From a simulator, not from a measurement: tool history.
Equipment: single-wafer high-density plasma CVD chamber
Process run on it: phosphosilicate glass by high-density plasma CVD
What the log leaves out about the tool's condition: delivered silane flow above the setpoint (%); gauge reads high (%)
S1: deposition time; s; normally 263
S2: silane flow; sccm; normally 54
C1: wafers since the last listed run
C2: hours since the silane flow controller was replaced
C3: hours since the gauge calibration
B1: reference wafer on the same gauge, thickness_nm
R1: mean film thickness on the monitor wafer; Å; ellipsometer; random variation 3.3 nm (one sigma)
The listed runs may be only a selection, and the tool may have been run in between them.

run	hour	S1	S2	C1	C2	C3	B1	R1
1	0.0	263	54	0	1657.2	537.7	1390.022	13532.72
2	34.7	263	54	344	1691.9	572.4	1389.958	13493.45
3	71.6	281	54	366	1728.8	609.3	1390.437	14440.06
4	103.4	263	54	315	1760.6	641.1	1389.627	13546.63
5	139.9	263	54	362	1797.1	677.6	1390.800	13477.97
6	174.9	263	54	347	1832.1	712.6	1389.756	13532.68
7	243.9	263	54	684	1901.1	781.6	1389.418	13490.67
8	269.5	263	54	253	1926.7	807.2	1390.114	13515.18
9	321.1	263	54	511	1978.3	858.8	1390.580	13574.78
10	369.7	263	54	482	2026.9	907.4	1390.253	13549.45
# hour 427.4: silane flow controller replaced
11	427.9	263	50	497	0.5	965.6	1390.115	12501.93
12	448.8	263	50	207	21.4	986.5	1389.883	12541.02
13	489.8	263	50	406	62.4	1027.5	1390.123	12509.40
14	559.8	263	54	694	132.4	1097.5	1390.008	13523.76
15	604.9	263	54	447	177.5	1142.6	1390.232	13551.14
16	629.4	263	54	243	202.0	1167.1	1390.164	13518.51
17	654.3	263	54	246	226.9	1192.0	1390.388	13475.56
18	694.1	263	54	394	266.7	1231.8	1390.413	13523.09
19	729.4	263	54	350	302.0	1267.1	1390.006	13523.76
20	757.4	263	54	277	330.0	1295.1	1390.326	13577.66
21	870.4	241	50	1120	443.0	1408.1	1389.932	11469.83
22	905.0	305	58	343	477.6	1442.7	1389.864	16812.45
23	938.1	224	58	328	510.7	1475.8	1390.199	12357.14
# hour 965.5: gauge calibrated
24	1006.6	282	54	679	579.2	41.1	1390.908	14464.86
25	1041.9	305	54	350	614.5	76.4	1390.334	15587.77
26	1072.1	263	50	299	644.7	106.6	1389.625	12519.50
27	1101.3	284	54	289	673.9	135.8	1389.325	14634.24
28	1156.6	263	54	548	729.2	191.1	1389.814	13519.21
29	1192.8	263	54	359	765.4	227.3	1390.100	13525.22
30	1218.0	284	60	249	790.6	252.5	1389.635	16276.59
31	1267.9	296	62	494	840.5	302.4	1390.014	17516.18
32	1311.4	244	64	431	884.0	345.9	1389.583	14841.88

What the log doesn't show, run by run:
delivered silane flow above the setpoint (%): 0 in every run
gauge reads high (%): 0 in every run
